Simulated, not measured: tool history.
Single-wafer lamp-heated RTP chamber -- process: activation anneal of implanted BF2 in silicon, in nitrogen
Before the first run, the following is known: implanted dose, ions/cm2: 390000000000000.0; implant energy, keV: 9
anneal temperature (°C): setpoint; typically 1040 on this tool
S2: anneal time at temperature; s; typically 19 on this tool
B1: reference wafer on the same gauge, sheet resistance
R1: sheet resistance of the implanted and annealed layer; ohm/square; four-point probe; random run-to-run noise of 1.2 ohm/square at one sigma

Run 1, hour 0: usual settings but S2 28 s; B1 281.94. Result: R1 314.76 ohm/square.
Run 2, hour 24.4: usual settings but S2 11 s; B1 282.02. Result: R1 341.97 ohm/square.
Run 3, hour 59.6: usual settings but S2 11 s; B1 282.1. Result: R1 340.45 ohm/square.
Run 4, hour 72.9: usual settings but S2 25 s; B1 281.8. Result: R1 319.6 ohm/square.
Run 5, hour 103.4: usual settings but S2 25 s; B1 282.07. Result: R1 319.37 ohm/square.
Run 6, hour 118.9: usual settings but S2 25 s; B1 282.11. Result: R1 318.89 ohm/square.
Run 7, hour 145.9: usual settings; B1 282.21. Result: R1 325.31 ohm/square.
Run 8, hour 180.1: usual settings; B1 281.89. Result: R1 327.55 ohm/square.
At hour 198.4: reflector plate cleaned.
At hour 202.8: gauge calibrated.
Run 9, hour 202.9: usual settings; B1 282.17. Result: R1 326.82 ohm/square.
Run 10, hour 228.9: usual settings; B1 282.11. Result: R1 327.29 ohm/square.
Run 11, hour 252: usual settings; B1 282.23. Result: R1 326.62 ohm/square.
Run 12, hour 278.3: usual settings; B1 281.97. Result: R1 329.19 ohm/square.
Run 13, hour 311.2: usual settings; B1 282.19. Result: R1 326.98 ohm/square.
Run 14, hour 344.7: usual settings but S2 24 s; B1 281.94. Result: R1 321.67 ohm/square.
Run 15, hour 366.5: usual settings but anneal temperature (°C) 1031, S2 27 s; B1 281.89. Result: R1 326.52 ohm/square.
Run 16, hour 389.4: usual settings but anneal temperature (°C) 1068, S2 23 s; B1 281.74. Result: R1 299.76 ohm/square.
Run 17, hour 419.3: usual settings; B1 282.01. Result: R1 323.55 ohm/square.
Run 18, hour 444.3: usual settings; B1 281.94. Result: R1 323.91 ohm/square.
At hour 474.5: pyrometer window cleaned and pyrometer calibrated.
Run 19, hour 475: usual settings; B1 282. Result: R1 326.11 ohm/square.
Run 20, hour 493.3: usual settings but anneal temperature (°C) 1059, S2 26 s; B1 281.98. Result: R1 303.49 ohm/square.
Run 21, hour 520.6: usual settings but anneal temperature (°C) 1032, S2 28 s; B1 282.1. Result: R1 323.39 ohm/square.
Run 22, hour 551.4: usual settings but anneal temperature (°C) 1014; B1 282.12. Result: R1 349.67 ohm/square.
Run 23, hour 580.2: usual settings; B1 281.9. Result: R1 325.64 ohm/square.
Run 24, hour 602.5: usual settings but anneal temperature (°C) 1014; B1 281.98. Result: R1 348.96 ohm/square.
Run 25, hour 622.2: usual settings but anneal temperature (°C) 1048, S2 9 s; B1 281.94. Result: R1 339.84 ohm/square.
Run 26, hour 643.6: usual settings but S2 14 s; B1 281.62. Result: R1 333.36 ohm/square.
Run 27, hour 661: usual settings but anneal temperature (°C) 1014, S2 23 s; B1 281.83. Result: R1 344.92 ohm/square.
Run 28, hour 683.4: usual settings but anneal temperature (°C) 1019; B1 282.09. Result: R1 343.49 ohm/square.
Run 29, hour 699.4: usual settings; B1 281.97. Result: R1 324.49 ohm/square.
Run 30, hour 717.9: usual settings but S2 29 s; B1 282.15. Result: R1 314.03 ohm/square.
Run 31, hour 730.2: usual settings but anneal temperature (°C) 1021, S2 25 s; B1 281.75. Result: R1 334.96 ohm/square.
Run 32, hour 743.7: usual settings but anneal temperature (°C) 1020, S2 15 s; B1 281.74. Result: R1 348.14 ohm/square.
Run 33, hour 776.2: usual settings but anneal temperature (°C) 1048, S2 27 s; B1 282. Result: R1 309.23 ohm/square.
Run 34, hour 806.1: usual settings but anneal temperature (°C) 1067, S2 8 s; B1 281.93. Result: R1 327.41 ohm/square.
Run 35, hour 829.1: usual settings; B1 282.07. Result: R1 327.64 ohm/square.
Run 36, hour 860.6: usual settings but anneal temperature (°C) 1060, S2 10 s; B1 282.11. Result: R1 327.46 ohm/square.
Run 37, hour 890.5: usual settings but anneal temperature (°C) 1048, S2 24 s; B1 281.97. Result: R1 312.76 ohm/square.

Expected results for the next run?
Run 38, hour 911.8: usual settings but anneal temperature (°C) 1030; B1 ?. Result: R1 ?.

{"run 38": {"B1": 281.85, "R1": 335.56}}
Without the tool's hidden state the same run would have given R1 335.56 ohm/square.
